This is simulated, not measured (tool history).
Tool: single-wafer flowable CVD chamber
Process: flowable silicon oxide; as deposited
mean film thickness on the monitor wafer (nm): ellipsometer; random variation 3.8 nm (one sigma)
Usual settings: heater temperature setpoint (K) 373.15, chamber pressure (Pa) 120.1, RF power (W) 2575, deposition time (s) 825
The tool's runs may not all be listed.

run,hour,heater temperature setpoint (K),chamber pressure (Pa),RF power (W),deposition time (s),"read-back reference wafer on the same gauge, thickness_nm",mean film thickness on the monitor wafer (nm)
1,0,373.15,120.1,2575,825,720.166,656.491
2,57.8,373.15,120.1,2575,825,719.247,649.37
3,103.8,373.15,120.1,2575,825,719.351,656.648
4,169.3,373.15,120.1,2575,825,719.431,660.117
5,196.8,373.15,120.1,2575,825,719.297,663.168
# hour 227.7: capacitance manometer re-zeroed and calibrated
6,242.4,373.15,120.1,2575,825,720.063,630.36
7,288.5,373.15,120.1,2575,825,719.538,628.815
# hour 352.2: thermocouple changed; heater temperature recalibrated
8,352.5,373.15,93.5,2930,825,719.919,514.848
9,399.3,365.15,120.1,2800,825,719.27,798.114
10,460.8,367.15,146.8,3055,681,720.01,756.454
11,516.3,373.15,92,2575,825,720.011,501.552
12,570,373.15,120.1,2575,825,720.849,630.584
13,634.5,360.15,103.6,2975,755,719.914,754.902
14,700.5,373.15,120.1,2575,825,720.366,636.936
15,734.3,385.15,120.1,2575,984,719.521,531.246
16,777.7,373.15,102.3,2575,697,719.729,466.568
17,855.8,373.15,120.1,2575,825,719.342,633.066
# hour 892.6: showerhead replaced
18,901.1,358.15,131.5,2575,825,719.014,1047.205
# hour 909: gauge calibrated
19,966.6,373.15,97.3,2575,765,719.674,487.1
20,1018.3,365.15,120.1,2800,825,719.889,801.736
21,1085.8,373.15,120.1,2575,825,720.119,633.959
22,1157.5,373.15,120.1,2205,936,719.83,696.409
# hour 1176.2: thermocouple changed; heater temperature recalibrated
23,1185.4,366.15,128.9,2445,825,719.444,814.123
24,1222.2,373.15,100.5,2335,886,719.802,575.899
25,1433.2,383.15,120.1,2575,825,719.673,476.153
26,1472.1,373.15,95.6,2575,931,719.617,591.195
27,1526,367.15,141.2,2575,960,719.827,1012.093
# hour 1547.1: RF generator calibrated
28,1577.9,373.15,90.7,2090,669,718.985,390.174
29,1641.3,373.15,143.7,2385,825,720.026,734.418

Forecast each of these 3 alternatives for the next run:
A,1641.9,373.15,120.1,2290,825,?,?
B,1641.9,373.15,120.1,2980,778,?,?
C,1641.9,373.15,120.1,2855,723,?,?

run,"read-back reference wafer on the same gauge, thickness_nm",mean film thickness on the monitor wafer (nm)
A,720.266,624.36
B,720.266,614.116
C,720.266,567.728
Without the tool's hidden state the same runs would have given:
run,mean film thickness on the monitor wafer (nm)
A,619.588
B,609.421
C,563.389
